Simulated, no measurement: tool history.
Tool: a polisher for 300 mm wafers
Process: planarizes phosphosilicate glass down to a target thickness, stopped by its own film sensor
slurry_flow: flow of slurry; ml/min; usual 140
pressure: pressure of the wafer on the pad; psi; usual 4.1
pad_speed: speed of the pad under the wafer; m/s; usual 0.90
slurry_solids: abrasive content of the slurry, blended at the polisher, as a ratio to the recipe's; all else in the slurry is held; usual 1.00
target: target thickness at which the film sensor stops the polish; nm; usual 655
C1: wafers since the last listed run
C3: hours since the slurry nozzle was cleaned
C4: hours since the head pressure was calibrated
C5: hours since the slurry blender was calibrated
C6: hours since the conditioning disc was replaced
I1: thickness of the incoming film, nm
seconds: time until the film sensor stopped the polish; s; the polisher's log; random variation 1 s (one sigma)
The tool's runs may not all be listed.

{"run": 1, "hour": 0.0, "slurry_flow": 140, "pressure": 4.1, "pad_speed": 0.9, "slurry_solids": 1.0, "target": 655, "C1": 0, "wafers polished on this pad": 425, "C3": 632.4, "C4": 655.1, "C5": 69.4, "C6": 35.8, "I1": 1433.0, "seconds": 92.7}
{"run": 2, "hour": 11.1, "slurry_flow": 140, "pressure": 4.1, "pad_speed": 0.9, "slurry_solids": 1.0, "target": 453, "C1": 74, "wafers polished on this pad": 499, "C3": 643.5, "C4": 666.2, "C5": 80.5, "C6": 46.9, "I1": 1425.4, "seconds": 119.7}
{"hour": 13.3, "done": "slurry nozzle cleaned"}
{"hour": 15.8, "done": "head pressure recalibrated"}
{"hour": 16.9, "done": "worn pad replaced by a new one, repeated, since the last time left the tool worse"}
{"run": 3, "hour": 25.5, "slurry_flow": 140, "pressure": 4.1, "pad_speed": 0.9, "slurry_solids": 1.0, "target": 453, "C1": 68, "wafers polished on this pad": 57, "C3": 12.2, "C4": 9.7, "C5": 94.9, "C6": 61.3, "I1": 1442.0, "seconds": 105.6}
{"run": 4, "hour": 32.7, "slurry_flow": 140, "pressure": 4.1, "pad_speed": 0.9, "slurry_solids": 1.0, "target": 453, "C1": 48, "wafers polished on this pad": 106, "C3": 19.4, "C4": 16.9, "C5": 102.1, "C6": 68.5, "I1": 1412.5, "seconds": 104.4}
{"run": 5, "hour": 39.8, "slurry_flow": 140, "pressure": 4.1, "pad_speed": 0.9, "slurry_solids": 1.0, "target": 655, "C1": 47, "wafers polished on this pad": 153, "C3": 26.5, "C4": 24.0, "C5": 109.2, "C6": 75.6, "I1": 1414.3, "seconds": 83.0}
{"run": 6, "hour": 54.4, "slurry_flow": 140, "pressure": 5.1, "pad_speed": 0.9, "slurry_solids": 0.9, "target": 655, "C1": 98, "wafers polished on this pad": 251, "C3": 41.1, "C4": 38.6, "C5": 123.8, "C6": 90.2, "I1": 1450.6, "seconds": 75.9}
{"run": 7, "hour": 70.2, "slurry_flow": 140, "pressure": 4.1, "pad_speed": 0.9, "slurry_solids": 1.0, "target": 655, "C1": 106, "wafers polished on this pad": 358, "C3": 56.9, "C4": 54.4, "C5": 139.6, "C6": 106.0, "I1": 1413.1, "seconds": 83.0}
{"hour": 83.6, "done": "slurry blender recalibrated"}
{"run": 8, "hour": 84.1, "slurry_flow": 140, "pressure": 4.1, "pad_speed": 0.9, "slurry_solids": 1.0, "target": 655, "C1": 80, "wafers polished on this pad": 438, "C3": 70.8, "C4": 68.3, "C5": 0.5, "C6": 119.9, "I1": 1419.8, "seconds": 83.7}
{"run": 9, "hour": 95.6, "slurry_flow": 140, "pressure": 4.1, "pad_speed": 0.9, "slurry_solids": 1.0, "target": 655, "C1": 77, "wafers polished on this pad": 515, "C3": 82.3, "C4": 79.8, "C5": 12.0, "C6": 131.4, "I1": 1427.7, "seconds": 85.0}
{"run": 10, "hour": 106.2, "slurry_flow": 165, "pressure": 4.1, "pad_speed": 0.9, "slurry_solids": 1.0, "target": 730, "C1": 71, "wafers polished on this pad": 586, "C3": 92.9, "C4": 90.4, "C5": 22.6, "C6": 142.0, "I1": 1427.4, "seconds": 75.4}
{"run": 11, "hour": 115.8, "slurry_flow": 140, "pressure": 4.1, "pad_speed": 0.9, "slurry_solids": 1.0, "target": 525, "C1": 64, "wafers polished on this pad": 651, "C3": 102.5, "C4": 100.0, "C5": 32.2, "C6": 151.6, "I1": 1423.6, "seconds": 97.0}
{"run": 12, "hour": 126.6, "slurry_flow": 140, "pressure": 4.1, "pad_speed": 0.9, "slurry_solids": 1.0, "target": 655, "C1": 72, "wafers polished on this pad": 724, "C3": 113.3, "C4": 110.8, "C5": 43.0, "C6": 162.4, "I1": 1404.5, "seconds": 83.4}
{"run": 13, "hour": 140.7, "slurry_flow": 140, "pressure": 4.1, "pad_speed": 0.9, "slurry_solids": 1.0, "target": 425, "C1": 94, "wafers polished on this pad": 818, "C3": 127.4, "C4": 124.9, "C5": 57.1, "C6": 176.5, "I1": 1424.2, "seconds": 111.8}
{"run": 14, "hour": 154.2, "slurry_flow": 125, "pressure": 4.1, "pad_speed": 0.9, "slurry_solids": 1.25, "target": 655, "C1": 90, "wafers polished on this pad": 909, "C3": 140.9, "C4": 138.4, "C5": 70.6, "C6": 190.0, "I1": 1424.2, "seconds": 78.9}
{"hour": 159.6, "done": "worn pad replaced by a new one"}
{"run": 15, "hour": 171.7, "slurry_flow": 140, "pressure": 4.1, "pad_speed": 0.6, "slurry_solids": 1.0, "target": 655, "C1": 90, "wafers polished on this pad": 81, "C3": 158.4, "C4": 155.9, "C5": 88.1, "C6": 207.5, "I1": 1416.4, "seconds": 104.0}
{"run": 16, "hour": 186.3, "slurry_flow": 155, "pressure": 4.1, "pad_speed": 0.9, "slurry_solids": 1.0, "target": 655, "C1": 98, "wafers polished on this pad": 179, "C3": 173.0, "C4": 170.5, "C5": 102.7, "C6": 222.1, "I1": 1424.8, "seconds": 80.8}
{"run": 17, "hour": 202.1, "slurry_flow": 140, "pressure": 4.1, "pad_speed": 0.9, "slurry_solids": 1.0, "target": 655, "C1": 106, "wafers polished on this pad": 285, "C3": 188.8, "C4": 186.3, "C5": 118.5, "C6": 237.9, "I1": 1437.0, "seconds": 86.2}
{"run": 18, "hour": 215.3, "slurry_flow": 140, "pressure": 3.1, "pad_speed": 0.9, "slurry_solids": 0.75, "target": 483, "C1": 88, "wafers polished on this pad": 374, "C3": 202.0, "C4": 199.5, "C5": 131.7, "C6": 251.1, "I1": 1409.2, "seconds": 164.0}
{"run": 19, "hour": 231.6, "slurry_flow": 140, "pressure": 4.1, "pad_speed": 0.9, "slurry_solids": 1.0, "target": 453, "C1": 109, "wafers polished on this pad": 483, "C3": 218.3, "C4": 215.8, "C5": 148.0, "C6": 267.4, "I1": 1426.6, "seconds": 106.0}
{"hour": 239.9, "done": "slurry blender recalibrated"}
{"run": 20, "hour": 247.5, "slurry_flow": 140, "pressure": 4.1, "pad_speed": 1.2, "slurry_solids": 1.0, "target": 551, "C1": 93, "wafers polished on this pad": 577, "C3": 234.2, "C4": 231.7, "C5": 7.6, "C6": 283.3, "I1": 1440.9, "seconds": 82.2}
{"run": 21, "hour": 255.1, "slurry_flow": 180, "pressure": 5.4, "pad_speed": 0.9, "slurry_solids": 1.0, "target": 655, "C1": 51, "wafers polished on this pad": 628, "C3": 241.8, "C4": 239.3, "C5": 15.2, "C6": 290.9, "I1": 1453.9, "seconds": 64.5}
{"run": 22, "hour": 263.0, "slurry_flow": 140, "pressure": 4.9, "pad_speed": 1.18, "slurry_solids": 1.0, "target": 583, "C1": 53, "wafers polished on this pad": 681, "C3": 249.7, "C4": 247.2, "C5": 23.1, "C6": 298.8, "I1": 1422.1, "seconds": 65.9}
{"run": 23, "hour": 278.0, "slurry_flow": 140, "pressure": 4.1, "pad_speed": 0.9, "slurry_solids": 1.0, "target": 655, "C1": 100, "wafers polished on this pad": 782, "C3": 264.7, "C4": 262.2, "C5": 38.1, "C6": 313.8, "I1": 1447.2, "seconds": 89.7}
{"hour": 288.9, "done": "worn pad replaced by a new one"}
{"run": 24, "hour": 289.8, "slurry_flow": 140, "pressure": 4.5, "pad_speed": 1.0, "slurry_solids": 0.85, "target": 655, "C1": 52, "wafers polished on this pad": 6, "C3": 276.5, "C4": 274.0, "C5": 49.9, "C6": 325.6, "I1": 1428.2, "seconds": 80.5}
{"run": 25, "hour": 297.8, "slurry_flow": 140, "pressure": 3.7, "pad_speed": 0.9, "slurry_solids": 1.25, "target": 421, "C1": 53, "wafers polished on this pad": 59, "C3": 284.5, "C4": 282.0, "C5": 57.9, "C6": 333.6, "I1": 1421.6, "seconds": 103.3}

Measured less the same run without the tool's hidden state. The same run-to-run variation is in both; the gauge's scatter may not be:
The hidden state here: removal rate lost through wear of the pad, %; slurry flow missing at the pad, %; deviation of the head's pressure from its setpoint, %; abrasive missing from the slurry, %; time polished since the conditioner stopped cutting, s.
run=1 seconds=+10.1
run=2 seconds=+13.5
run=3 seconds=+1.0
run=4 seconds=+1.1
run=5 seconds=+0.8
run=6 seconds=+1.0
run=7 seconds=+1.3
run=8 seconds=+1.7
run=9 seconds=+2.1
run=10 seconds=+2.3
run=11 seconds=+3.3
run=12 seconds=+3.3
run=13 seconds=+5.3
run=14 seconds=+4.5
run=15 seconds=+0.5
run=16 seconds=+0.4
run=17 seconds=+0.7
run=18 seconds=+2.0
run=19 seconds=+1.9
run=20 seconds=+1.9
run=21 seconds=+1.8
run=22 seconds=+2.1
run=23 seconds=+3.6
run=24 seconds=+0.2
run=25 seconds=+0.3
